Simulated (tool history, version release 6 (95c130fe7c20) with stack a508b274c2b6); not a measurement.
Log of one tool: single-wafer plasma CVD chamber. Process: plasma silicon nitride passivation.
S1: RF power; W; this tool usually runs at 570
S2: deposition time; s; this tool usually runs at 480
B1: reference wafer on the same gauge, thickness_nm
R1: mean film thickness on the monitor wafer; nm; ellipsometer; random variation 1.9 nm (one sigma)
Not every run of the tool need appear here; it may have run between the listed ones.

Run 1, day 0.000: usual settings but S1 510 W, S2 446 s; B1 629.908. Result: R1 703.308 nm.
Run 2, day 1.225: usual settings but S1 510 W, S2 446 s; B1 629.231. Result: R1 702.101 nm.
Run 3, day 2.908: usual settings but S2 434 s; B1 628.659. Result: R1 696.750 nm.
At day 4.733: gauge calibrated.
Run 4, day 5.796: usual settings; B1 633.518. Result: R1 776.150 nm.
Run 5, day 8.467: usual settings; B1 633.073. Result: R1 774.480 nm.
Run 6, day 11.275: usual settings; B1 631.330. Result: R1 772.529 nm.
Run 7, day 14.229: usual settings; B1 630.598. Result: R1 769.975 nm.
Run 8, day 15.333: usual settings; B1 630.114. Result: R1 770.357 nm.
Run 9, day 16.662: usual settings; B1 629.792. Result: R1 770.528 nm.
Run 10, day 18.900: usual settings but S1 605 W; B1 628.931. Result: R1 782.565 nm.
Run 11, day 20.454: usual settings; B1 627.882. Result: R1 770.852 nm.
Run 12, day 22.221: usual settings but S1 510 W, S2 446 s; B1 627.515. Result: R1 700.118 nm.
Run 13, day 23.700: usual settings; B1 627.429. Result: R1 768.466 nm.
At day 24.721: gauge calibrated.
Run 14, day 25.221: usual settings but S1 610 W, S2 572 s; B1 635.023. Result: R1 938.673 nm.
Run 15, day 26.562: usual settings but S1 625 W, S2 433 s; B1 634.781. Result: R1 709.004 nm.
At day 26.958: RF generator calibrated.
Run 16, day 27.604: usual settings but S1 615 W, S2 545 s; B1 634.511. Result: R1 896.031 nm.
At day 29.771: showerhead replaced.
Run 17, day 29.792: usual settings; B1 633.900. Result: R1 774.018 nm.
Run 18, day 32.096: usual settings but S2 541 s; B1 632.171. Result: R1 875.277 nm.
Run 19, day 34.892: usual settings but S1 655 W, S2 529 s; B1 631.597. Result: R1 877.933 nm.
Run 20, day 36.325: usual settings but S1 530 W, S2 565 s; B1 631.002. Result: R1 898.267 nm.
Run 21, day 38.846: usual settings but S1 625 W, S2 398 s; B1 630.187. Result: R1 649.192 nm.

Below, some changes in R1 between adjacent runs. For each, the amount present without the hidden state too (settings, incoming material, random variation) and the amount remaining for the hidden state with gauge scatter not shared by both compared results:
Hidden state present: delivered RF power above the setpoint (%); gauge reads high (%).
Run 3 -> 4: S2 434 -> 480, gauge calibrated. R1 +79.400 nm: hidden state +5.151, all else +74.249.
Run 13 -> 14: S1 570 -> 610, S2 480 -> 572, gauge calibrated. R1 +170.207 nm: hidden state +9.751, all else +160.456.
Run 14 -> 15: S1 610 -> 625, S2 572 -> 433. R1 -229.669 nm: hidden state -0.524, all else -229.145.
Run 20 -> 21: S1 530 -> 625, S2 565 -> 398. R1 -249.075 nm: hidden state +0.656, all else -249.731.

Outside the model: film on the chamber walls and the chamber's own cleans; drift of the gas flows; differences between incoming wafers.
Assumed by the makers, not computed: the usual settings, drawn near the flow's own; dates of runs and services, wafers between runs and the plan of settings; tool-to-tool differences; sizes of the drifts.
